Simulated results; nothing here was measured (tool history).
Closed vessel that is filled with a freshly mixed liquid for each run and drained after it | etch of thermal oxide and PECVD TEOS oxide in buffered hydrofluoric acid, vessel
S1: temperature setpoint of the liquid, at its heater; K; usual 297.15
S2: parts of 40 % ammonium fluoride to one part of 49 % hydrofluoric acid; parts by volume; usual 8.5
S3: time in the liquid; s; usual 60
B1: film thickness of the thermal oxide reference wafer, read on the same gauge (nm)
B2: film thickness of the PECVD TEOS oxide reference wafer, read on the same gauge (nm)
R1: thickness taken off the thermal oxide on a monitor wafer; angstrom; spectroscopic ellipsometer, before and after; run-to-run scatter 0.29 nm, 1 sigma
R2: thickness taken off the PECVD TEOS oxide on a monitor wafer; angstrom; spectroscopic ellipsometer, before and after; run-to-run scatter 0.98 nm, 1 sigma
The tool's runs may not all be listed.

run    hour      S1   S2  S3     B1     B2      R1      R2
  1     0.0  297.15  8.5  60  39.96  50.02   802.3  1206.8
  2   130.1  297.15  8.5  60  39.99  49.98   797.2  1168.5
  3   181.9  297.15  8.5  60  39.98  49.98   799.6  1190.7
  4   236.0  297.15  8.5  60  39.99  50.02   798.7  1197.8
  5   283.5  297.15  8.5  60  40.00  50.01   795.9  1172.7
  6   318.5  297.15  8.5  60  40.00  50.00   794.1  1176.4
  7   381.4  297.15  8.5  60  39.98  49.97   793.7  1180.4
  8   435.5  299.15  8.5  45  40.00  50.03   661.5   988.4
      480.3  -- thermometer replaced
  9   487.1  297.15  8.5  60  40.04  49.99   792.8  1173.6
 10   536.1  299.65  8.5  85  39.99  50.03  1280.9  1912.6
 11   596.9  297.15  8.5  60  40.00  50.00   783.5  1181.8
      644.8  -- gauge calibrated
 12   655.2  299.65  6.5  60  39.99  49.99  1198.4  1780.9
 13   696.6  292.65  8.5  35  39.98  50.02   357.2   533.2
      698.8  -- hydrofluoric acid flow meter replaced
 14   739.2  297.15  8.5  60  39.98  49.98   827.0  1235.8
 15   793.4  292.15  6.0  50  39.96  49.97   739.0  1088.1
 16   852.7  297.15  8.5  60  39.99  49.99   828.7  1229.4
 17   922.7  293.15  5.5  85  39.99  50.01  1423.5  2105.8
 18   962.2  297.15  8.5  60  40.02  50.01   822.8  1241.8
 19  1007.4  295.15  8.5  35  40.01  49.98   427.8   623.7
 20  1040.7  297.15  8.5  50  40.00  49.99   684.0  1002.7

State the hidden condition of the tool at each of the runs:
liquid hotter than its thermometer reads (K): 0 at every run
gauge reads high (%): 0 at every run
H1: hydrofluoric acid flow below the setpoint (%)
run     H1
  1   2.91
  2   3.25
  3   3.38
  4   3.53
  5   3.65
  6   3.74
  7    3.9
  8   4.04
  9   4.18
 10   4.31
 11   4.46
 12   4.62
 13   4.72
 14  0.446
 15  0.587
 16  0.741
 17  0.923
 18   1.03
 19   1.14
 20   1.23
